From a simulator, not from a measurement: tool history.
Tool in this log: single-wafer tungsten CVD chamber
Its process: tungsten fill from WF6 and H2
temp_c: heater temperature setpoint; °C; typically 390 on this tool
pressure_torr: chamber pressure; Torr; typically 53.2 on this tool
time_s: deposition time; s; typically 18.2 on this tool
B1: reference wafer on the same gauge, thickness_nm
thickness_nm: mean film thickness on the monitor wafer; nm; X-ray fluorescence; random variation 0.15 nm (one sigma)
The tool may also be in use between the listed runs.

run 1 hour=0 | temp_c=381 pressure_torr=53.2 time_s=18.2 | B1=64.105 | thickness_nm=48.807
run 2 hour=15.8 | temp_c=381 pressure_torr=53.2 time_s=18.2 | B1=64.119 | thickness_nm=48.73
run 3 hour=25.6 | temp_c=381 pressure_torr=53.2 time_s=18.2 | B1=64.086 | thickness_nm=48.553
run 4 hour=36.3 | temp_c=390 pressure_torr=53.2 time_s=16.2 | B1=64.082 | thickness_nm=51.047
run 5 hour=51.9 | temp_c=390 pressure_torr=53.2 time_s=18.2 | B1=64.102 | thickness_nm=56.968
run 6 hour=65 | temp_c=390 pressure_torr=53.2 time_s=16.1 | B1=64.078 | thickness_nm=50.634
run 7 hour=80.3 | temp_c=390 pressure_torr=53.2 time_s=16.1 | B1=64.128 | thickness_nm=50.675
run 8 hour=90.2 | temp_c=390 pressure_torr=53.2 time_s=16.1 | B1=64.096 | thickness_nm=50.307
run 9 hour=135 | temp_c=390 pressure_torr=53.2 time_s=19.5 | B1=64.087 | thickness_nm=61.399
run 10 hour=152.4 | temp_c=390 pressure_torr=53.2 time_s=19.5 | B1=64.087 | thickness_nm=60.994
run 11 hour=164.8 | temp_c=390 pressure_torr=43.7 time_s=18.2 | B1=64.079 | thickness_nm=52.318
run 12 hour=177.6 | temp_c=390 pressure_torr=43.7 time_s=18.2 | B1=64.123 | thickness_nm=52.103
run 13 hour=190.9 | temp_c=390 pressure_torr=43.7 time_s=18.2 | B1=64.114 | thickness_nm=52.683
run 14 hour=205.1 | temp_c=390 pressure_torr=53.2 time_s=18.2 | B1=64.125 | thickness_nm=57.083
run 15 hour=220.2 | temp_c=390 pressure_torr=53.2 time_s=18.2 | B1=64.109 | thickness_nm=56.971
run 16 hour=228 | temp_c=390 pressure_torr=46.8 time_s=16.4 | B1=64.099 | thickness_nm=48.766
run 17 hour=243.8 | temp_c=390 pressure_torr=46.8 time_s=16.4 | B1=64.101 | thickness_nm=48.554
run 18 hour=262.4 | temp_c=378 pressure_torr=60 time_s=15.5 | B1=64.133 | thickness_nm=41.399
run 19 hour=273.1 | temp_c=390 pressure_torr=46.6 time_s=18.2 | B1=64.094 | thickness_nm=53.842
run 20 hour=286.7 | temp_c=390 pressure_torr=46 time_s=18.2 | B1=64.074 | thickness_nm=53.497
run 21 hour=296.3 | temp_c=390 pressure_torr=53.2 time_s=18.2 | B1=64.081 | thickness_nm=57.04
run 22 hour=317.7 | temp_c=390 pressure_torr=53.2 time_s=16 | B1=64.086 | thickness_nm=50.139
run 23 hour=333.7 | temp_c=390 pressure_torr=53.2 time_s=15.6 | B1=64.091 | thickness_nm=49.073
run 24 hour=346.3 | temp_c=390 pressure_torr=53.2 time_s=16.4 | B1=64.053 | thickness_nm=51.282
run 25 hour=362.4 | temp_c=390 pressure_torr=53.2 time_s=18.2 | B1=64.101 | thickness_nm=57.378
run 26 hour=377.2 | temp_c=379 pressure_torr=60 time_s=15.8 | B1=64.06 | thickness_nm=42.957
run 27 hour=387 | temp_c=390 pressure_torr=53.2 time_s=18.2 | B1=64.104 | thickness_nm=57.208
run 28 hour=400.9 | temp_c=390 pressure_torr=53.2 time_s=16.4 | B1=64.093 | thickness_nm=51.358
run 29 hour=410 | temp_c=390 pressure_torr=53.2 time_s=18.2 | B1=64.073 | thickness_nm=56.804
run 30 hour=425.1 | temp_c=381 pressure_torr=56.6 time_s=19.9 | B1=64.095 | thickness_nm=55.11
run 31 hour=432.3 | temp_c=404 pressure_torr=57.8 time_s=18.2 | B1=64.141 | thickness_nm=74.697
run 32 hour=442 | temp_c=390 pressure_torr=42.2 time_s=19.6 | B1=64.065 | thickness_nm=55.394
run 33 hour=455.4 | temp_c=390 pressure_torr=53.2 time_s=18.2 | B1=64.109 | thickness_nm=57.015
run 34 hour=467.5 | temp_c=397 pressure_torr=53.2 time_s=16.8 | B1=64.085 | thickness_nm=58.981

Missing from the log above: 4 entries noted between runs. For each, name the pair of listed runs it sits between and say how the tool's hidden condition differs from the listed run just before to the listed run just after:
Runs 9 to 10: showerhead replaced (hour 147.9)
  no difference in the tool's unlogged condition between these two runs
Runs 16 to 17: thermocouple changed; heater temperature recalibrated (hour 241.9)
  no difference in the tool's unlogged condition between these two runs
Runs 17 to 18: gauge calibrated (hour 257.2)
  no difference in the tool's unlogged condition between these two runs
Runs 19 to 20: capacitance manometer re-zeroed and calibrated (hour 282.9)
  no difference in the tool's unlogged condition between these two runs
